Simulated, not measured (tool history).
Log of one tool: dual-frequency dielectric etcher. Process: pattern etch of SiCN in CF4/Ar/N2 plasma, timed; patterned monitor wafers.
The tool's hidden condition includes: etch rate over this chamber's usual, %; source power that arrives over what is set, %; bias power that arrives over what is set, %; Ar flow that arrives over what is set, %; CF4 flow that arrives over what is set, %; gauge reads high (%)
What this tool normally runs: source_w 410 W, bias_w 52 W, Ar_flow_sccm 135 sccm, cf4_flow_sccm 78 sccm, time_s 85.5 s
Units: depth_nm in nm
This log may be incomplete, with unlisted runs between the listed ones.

run,hour,source_w,bias_w,Ar_flow_sccm,cf4_flow_sccm,time_s,wafers since the last listed run,hours since the last wet clean,hours since the last source power generator calibration,hours since the last bias power generator calibration,hours since the last Ar flow controller change,hours since the last CF4 flow controller change,hours since the last upper electrode change,hours since the gauge calibration,"read-back reference wafer on the same gauge, depth_nm",depth_nm
1,0.0,410,52,135,78,85.5,0,392.6,1418.0,2754.6,2911.2,3370.5,2203.9,127.9,59.4,55.2
2,6.8,410,52,135,78,85.5,88,399.4,1424.8,2761.4,2918.0,3377.3,2210.7,134.7,59.4,55.5
3,13.5,410,52,128,78,85.5,87,406.1,1431.5,2768.1,2924.7,3384.0,2217.4,141.4,59.4,56.0
4,31.3,410,52,128,78,85.5,231,423.9,1449.3,2785.9,2942.5,3401.8,2235.2,159.2,59.4,56.2
5,43.3,410,52,135,78,85.5,156,435.9,1461.3,2797.9,2954.5,3413.8,2247.2,171.2,59.4,55.6
6,58.2,410,52,135,78,85.5,194,450.8,1476.2,2812.8,2969.4,3428.7,2262.1,186.1,59.4,55.6
7,70.7,410,52,135,78,85.5,162,463.3,1488.7,2825.3,2981.9,3441.2,2274.6,198.6,59.4,55.5
8,87.7,410,52,135,78,85.5,221,480.3,1505.7,2842.3,2998.9,3458.2,2291.6,215.6,59.4,55.7
# hour 95.0: Ar flow controller replaced
9,99.3,410,52,135,78,85.5,72,491.9,1517.3,2853.9,4.3,3469.8,2303.2,227.2,59.4,55.9
10,115.9,410,52,135,78,85.5,216,508.5,1533.9,2870.5,20.9,3486.4,2319.8,243.8,59.4,55.7
11,125.4,440,52,101,97,63.0,123,518.0,1543.4,2880.0,30.4,3495.9,2329.3,253.3,59.4,47.4
12,137.4,410,52,135,78,85.5,156,530.0,1555.4,2892.0,42.4,3507.9,2341.3,265.3,59.4,55.9
13,145.9,410,52,135,60,85.5,110,538.5,1563.9,2900.5,50.9,3516.4,2349.8,273.8,59.4,53.2
# hour 158.6: gauge calibrated
# hour 165.6: bias power generator calibrated
# hour 177.2: CF4 flow controller replaced
# hour 177.5: source power generator calibrated
# hour 183.0: wet clean of the chamber
14,183.5,410,52,135,78,85.5,283,0.5,6.0,17.9,88.5,6.3,2387.4,24.9,59.4,52.1
15,183.9,440,52,135,78,85.5,5,0.9,6.4,18.3,88.9,6.7,2387.8,25.3,59.4,55.1
16,188.5,410,52,135,78,68.5,59,5.5,11.0,22.9,93.5,11.3,2392.4,29.9,59.4,41.8
# hour 215.2: upper electrode replaced
17,215.7,410,41,135,78,85.5,41,32.7,38.2,50.1,120.7,38.5,0.5,57.1,59.4,46.7
18,216.0,410,52,135,93,95.0,3,33.0,38.5,50.4,121.0,38.8,0.8,57.4,59.4,60.0
19,225.7,410,52,135,78,110.0,126,42.7,48.2,60.1,130.7,48.5,10.5,67.1,59.4,67.4
20,271.7,410,52,165,87,64.0,599,88.7,94.2,106.1,176.7,94.5,56.5,113.1,59.4,38.7
21,283.7,410,46,135,78,94.5,156,100.7,106.2,118.1,188.7,106.5,68.5,125.1,59.4,55.0

The same runs without the tool's hidden state, with the same run-to-run variation:
run,depth_nm
1,52.0
2,52.1
3,52.6
4,52.8
5,52.2
6,52.1
7,52.1
8,52.1
9,52.3
10,52.1
11,44.3
12,52.2
13,49.7
14,52.1
15,55.1
16,41.8
17,46.6
18,59.8
19,67.1
20,38.3
21,54.4
